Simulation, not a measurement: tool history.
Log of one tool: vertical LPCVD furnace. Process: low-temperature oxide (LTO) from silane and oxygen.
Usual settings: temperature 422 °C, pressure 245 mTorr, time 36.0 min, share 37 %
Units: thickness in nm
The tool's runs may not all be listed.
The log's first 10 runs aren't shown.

run,hour,temperature,pressure,time,share,wafers since the last listed run,hours since the last temperature calibration,hours since the pressure gauge was zeroed,hours since the silane flow controller was replaced,hours since the gauge calibration,"read-back reference wafer on the same gauge, thickness",thickness
11,334.1,422,245,36.0,37,244,4230.4,1761.9,267.4,305.6,595.11,546.77
# hour 365.8: pressure gauge zeroed
12,366.3,422,225,31.5,37,125,4262.6,0.5,299.6,337.8,595.45,440.28
13,381.4,416,245,42.5,37,230,4277.7,15.6,314.7,352.9,595.40,608.72
14,411.9,422,245,36.0,37,465,4308.2,46.1,345.2,383.4,595.02,549.03
15,438.0,422,225,26.5,37,398,4334.3,72.2,371.3,409.5,594.73,372.02
# hour 489.4: thermocouples replaced and temperature profile calibrated
16,489.9,433,245,36.0,37,426,0.5,124.1,423.2,461.4,595.08,586.78
17,494.1,422,245,32.0,37,64,4.7,128.3,427.4,465.6,594.81,467.55
18,509.1,429,275,45.0,30,229,19.7,143.3,442.4,480.6,595.10,603.69
19,531.7,422,185,36.0,37,345,42.3,165.9,465.0,503.2,594.90,397.27
20,549.4,422,245,36.0,37,270,60.0,183.6,482.7,520.9,595.25,528.34
21,565.4,422,245,36.0,37,244,76.0,199.6,498.7,536.9,594.79,528.00
22,611.3,422,245,36.0,37,701,121.9,245.5,544.6,582.8,594.82,525.64
23,665.4,422,245,36.0,37,826,176.0,299.6,598.7,636.9,595.42,523.42
24,680.1,422,245,36.0,37,224,190.7,314.3,613.4,651.6,595.32,522.18
25,692.2,422,245,36.0,37,184,202.8,326.4,625.5,663.7,595.09,526.72
26,727.3,422,210,36.0,37,536,237.9,361.5,660.6,698.8,594.76,451.38
27,829.1,422,285,36.0,39,1554,339.7,463.3,762.4,800.6,595.31,652.53
28,852.0,422,275,36.0,30,349,362.6,486.2,785.3,823.5,595.21,448.25
29,877.0,412,225,47.0,33,381,387.6,511.2,810.3,848.5,594.47,492.22
30,898.3,431,295,36.0,40,325,408.9,532.5,831.6,869.8,595.57,761.15
31,915.6,430,245,30.0,37,264,426.2,549.8,848.9,887.1,594.76,477.18
32,949.3,422,245,49.0,37,514,459.9,583.5,882.6,920.8,595.30,719.10

Forecast each of these 3 alternatives for the next run:
A,953.6,422,245,36.0,37,65,464.2,587.8,886.9,925.1,?,?
B,953.6,418,245,36.0,37,65,464.2,587.8,886.9,925.1,?,?
C,953.6,427,210,36.0,31,65,464.2,587.8,886.9,925.1,?,?

run,"read-back reference wafer on the same gauge, thickness",thickness
A,594.70,527.85
B,594.70,506.28
C,594.70,379.46
Without the tool's hidden state the same runs would have given:
run,thickness
A,525.26
B,503.76
C,377.54
